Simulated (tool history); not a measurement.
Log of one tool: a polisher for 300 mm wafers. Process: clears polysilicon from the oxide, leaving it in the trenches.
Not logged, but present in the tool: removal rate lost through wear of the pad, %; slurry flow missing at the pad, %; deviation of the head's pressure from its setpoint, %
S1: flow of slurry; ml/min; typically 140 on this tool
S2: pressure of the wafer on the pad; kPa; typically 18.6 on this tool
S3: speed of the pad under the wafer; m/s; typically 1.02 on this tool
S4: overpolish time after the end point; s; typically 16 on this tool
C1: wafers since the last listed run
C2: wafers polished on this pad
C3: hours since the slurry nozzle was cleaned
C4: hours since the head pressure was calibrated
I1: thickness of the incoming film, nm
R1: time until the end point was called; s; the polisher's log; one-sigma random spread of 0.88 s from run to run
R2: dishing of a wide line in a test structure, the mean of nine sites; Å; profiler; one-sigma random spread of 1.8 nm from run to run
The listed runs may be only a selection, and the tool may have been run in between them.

run 1 hour=0.0 | S1=140 S2=14.5 S3=1.02 S4=16 | C1=0 C2=38 C3=478.4 C4=996.3 | I1=745.1 | R1=86.6 R2=685
-- hour=34.4 slurry nozzle cleaned
run 2 hour=201.2 | S1=140 S2=14.5 S3=1.02 S4=16 | C1=1091 C2=1129 C3=166.8 C4=1197.5 | I1=740.4 | R1=82.2 R2=691
-- hour=223.9 worn pad replaced by a new one
run 3 hour=245.9 | S1=140 S2=15.9 S3=1.02 S4=16 | C1=221 C2=120 C3=211.5 C4=1242.2 | I1=746.3 | R1=75.9 R2=694
run 4 hour=282.9 | S1=140 S2=18.6 S3=1.02 S4=16 | C1=201 C2=321 C3=248.5 C4=1279.2 | I1=745.5 | R1=63.2 R2=764
run 5 hour=343.9 | S1=140 S2=18.6 S3=1.02 S4=23 | C1=332 C2=654 C3=309.5 C4=1340.2 | I1=732.6 | R1=64.1 R2=776
run 6 hour=413.1 | S1=140 S2=18.6 S3=1.02 S4=16 | C1=377 C2=1031 C3=378.7 C4=1409.4 | I1=737.8 | R1=66.2 R2=759
-- hour=444.7 head pressure recalibrated
run 7 hour=475.3 | S1=175 S2=18.6 S3=1.02 S4=16 | C1=328 C2=1360 C3=440.9 C4=30.6 | I1=740.6 | R1=63.3 R2=781
-- hour=494.8 worn pad replaced by a new one
run 8 hour=529.0 | S1=175 S2=18.6 S3=1.02 S4=16 | C1=271 C2=186 C3=494.6 C4=84.3 | I1=743.8 | R1=65.8 R2=764
-- hour=537.2 slurry nozzle cleaned
run 9 hour=572.7 | S1=175 S2=18.6 S3=1.02 S4=16 | C1=232 C2=419 C3=35.5 C4=128.0 | I1=729.2 | R1=70.8 R2=729
run 10 hour=618.0 | S1=125 S2=13.1 S3=0.92 S4=9 | C1=247 C2=666 C3=80.8 C4=173.3 | I1=734.6 | R1=128.0 R2=401
run 11 hour=679.5 | S1=140 S2=18.6 S3=1.02 S4=7 | C1=335 C2=1001 C3=142.3 C4=234.8 | I1=737.9 | R1=77.2 R2=474
-- hour=698.5 slurry nozzle cleaned, repeated, since the last time left the tool worse
-- hour=718.6 worn pad replaced by a new one
run 12 hour=745.0 | S1=140 S2=18.6 S3=1.02 S4=16 | C1=329 C2=143 C3=46.5 C4=300.3 | I1=727.3 | R1=63.9 R2=759
run 13 hour=783.2 | S1=95 S2=22.1 S3=1.12 S4=22 | C1=208 C2=352 C3=84.7 C4=338.5 | I1=749.9 | R1=54.8 R2=835
run 14 hour=826.3 | S1=160 S2=22.1 S3=1.02 S4=16 | C1=235 C2=587 C3=127.8 C4=381.6 | I1=739.4 | R1=53.9 R2=814
run 15 hour=895.5 | S1=160 S2=22.1 S3=1.02 S4=16 | C1=377 C2=964 C3=197.0 C4=450.8 | I1=737.0 | R1=52.4 R2=797
-- hour=955.3 worn pad replaced by a new one
run 16 hour=955.8 | S1=180 S2=22.8 S3=0.84 S4=13 | C1=307 C2=2 C3=257.3 C4=511.1 | I1=744.0 | R1=59.9 R2=700
run 17 hour=1115.0 | S1=100 S2=21.4 S3=0.76 S4=24 | C1=868 C2=870 C3=416.5 C4=670.3 | I1=735.4 | R1=83.7 R2=777
run 18 hour=1157.1 | S1=140 S2=18.6 S3=1.02 S4=16 | C1=229 C2=1100 C3=458.6 C4=712.4 | I1=755.1 | R1=70.0 R2=784

Expected results for the next run?
run 19 hour=1186.8 | S1=100 S2=21.4 S3=0.70 S4=26 | C1=161 C2=1262 C3=488.3 C4=742.1 | I1=727.7 | R1=? R2=?

{"run 19": {"R1": 91.1, "R2": 745}}
Take away the tool's hidden state, keep the run-to-run variation as it was, and the same run would have given R1 83.8 s, R2 759 Å.
